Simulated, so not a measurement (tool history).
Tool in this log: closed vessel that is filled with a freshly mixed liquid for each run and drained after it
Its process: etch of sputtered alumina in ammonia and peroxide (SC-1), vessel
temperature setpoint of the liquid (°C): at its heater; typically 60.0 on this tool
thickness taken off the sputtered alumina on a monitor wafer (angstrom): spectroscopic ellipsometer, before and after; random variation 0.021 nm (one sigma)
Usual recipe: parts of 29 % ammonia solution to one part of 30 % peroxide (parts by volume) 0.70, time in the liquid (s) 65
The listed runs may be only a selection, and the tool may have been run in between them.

| run | hour | temperature setpoint of the liquid (°C) | parts of 29 % ammonia solution to one part of 30 % peroxide (parts by volume) | time in the liquid (s) | read-back film thickness of the sputtered alumina reference wafer, read on the same gauge (nm) | thickness taken off the sputtered alumina on a monitor wafer (angstrom) |
|---|---|---|---|---|---|---|
| 1 | 0.0 | 63.0 | 0.70 | 80 | 140.00 | 76.9 |
| 2 | 83.2 | 63.0 | 0.70 | 80 | 140.00 | 76.6 |
| 3 | 161.5 | 60.0 | 0.70 | 65 | 140.02 | 53.8 |
| 4 | 340.8 | 60.0 | 0.70 | 65 | 139.99 | 52.5 |
| 5 | 417.7 | 60.0 | 0.70 | 65 | 140.02 | 52.0 |
| 6 | 462.2 | 60.0 | 0.40 | 65 | 140.02 | 49.7 |
| 7 | 537.3 | 69.0 | 0.85 | 65 | 140.01 | 83.8 |
| 8 | 610.5 | 60.0 | 0.70 | 65 | 139.96 | 52.8 |
| 9 | 682.6 | 60.0 | 0.70 | 65 | 139.99 | 52.7 |
| 10 | 780.7 | 57.0 | 0.35 | 105 | 139.95 | 68.4 |
| 11 | 846.7 | 63.0 | 0.70 | 80 | 140.00 | 75.2 |
| 12 | 934.7 | 60.0 | 0.70 | 55 | 140.03 | 44.9 |
| 13 | 1029.7 | 60.0 | 0.70 | 65 | 140.03 | 53.2 |
| 14 | 1101.8 | 60.0 | 0.85 | 85 | 139.97 | 70.6 |
| 15 | 1153.8 | 55.5 | 0.70 | 65 | 140.01 | 42.1 |
| 16 | 1239.1 | 60.0 | 0.50 | 65 | 140.02 | 51.1 |
| 17 | 1305.0 | 60.0 | 0.45 | 50 | 140.00 | 39.4 |
| 18 | 1365.9 | 56.0 | 0.80 | 35 | 139.99 | 23.8 |
| 19 | 1457.7 | 52.0 | 0.60 | 65 | 140.02 | 34.5 |
| 20 | 1551.7 | 53.5 | 0.95 | 50 | 140.03 | 30.3 |
| 21 | 1651.4 | 56.0 | 0.85 | 100 | 140.01 | 68.2 |
| 22 | 1713.6 | 66.0 | 0.55 | 65 | 140.02 | 71.0 |
| 23 | 1787.9 | 60.0 | 0.55 | 80 | 139.99 | 64.6 |
| 24 | 1828.8 | 64.5 | 0.70 | 80 | 139.99 | 83.8 |
| 25 | 1908.2 | 60.0 | 0.70 | 65 | 139.99 | 52.2 |
| 26 | 1952.1 | 60.0 | 0.55 | 65 | 140.02 | 51.2 |
| 27 | 2027.6 | 52.0 | 0.60 | 65 | 139.97 | 33.7 |

Removed from this log: 9 entries logged between the listed runs. Between which two listed runs does each belong, and how does the tool's hidden state at the listed run before it compare with that at the listed run after it?
Run 3 -> run 4: ammonia flow meter replaced (hour 167.3); thermometer replaced (hour 253.8)
  liquid hotter than its thermometer reads (K): 0.511 -> 0.0643
  what was measured, less what the result would be without the hidden state, thickness taken off the sputtered alumina on a monitor wafer (angstrom): +1.4 -> +0.2
Run 7 -> run 8: new drum of ammonia solution connected (hour 558.7)
  liquid hotter than its thermometer reads (K): 0.136 -> 0.163
  what was measured, less what the result would be without the hidden state, thickness taken off the sputtered alumina on a monitor wafer (angstrom): +0.6 -> +0.4
Run 11 -> run 12: gauge calibrated (hour 914.3)
  liquid hotter than its thermometer reads (K): 0.249 -> 0.282
  what was measured, less what the result would be without the hidden state, thickness taken off the sputtered alumina on a monitor wafer (angstrom): +1.0 -> +0.7
Run 13 -> run 14: ammonia flow meter replaced (hour 1080.6)
  liquid hotter than its thermometer reads (K): 0.316 -> 0.343
  what was measured, less what the result would be without the hidden state, thickness taken off the sputtered alumina on a monitor wafer (angstrom): +0.9 -> +1.2
Run 15 -> run 16: new drum of ammonia solution connected (hour 1157.7)
  liquid hotter than its thermometer reads (K): 0.362 -> 0.393
  what was measured, less what the result would be without the hidden state, thickness taken off the sputtered alumina on a monitor wafer (angstrom): +0.8 -> +1.0
Run 22 -> run 23: new drum of ammonia solution connected (hour 1785.2)
  liquid hotter than its thermometer reads (K): 0.566 -> 0.594
  what was measured, less what the result would be without the hidden state, thickness taken off the sputtered alumina on a monitor wafer (angstrom): +2.0 -> +1.9
Run 24 -> run 25: ammonia flow meter replaced (hour 1834.1); thermometer replaced (hour 1843.2)
  liquid hotter than its thermometer reads (K): 0.609 -> 0.0255
  what was measured, less what the result would be without the hidden state, thickness taken off the sputtered alumina on a monitor wafer (angstrom): +2.5 -> +0.1
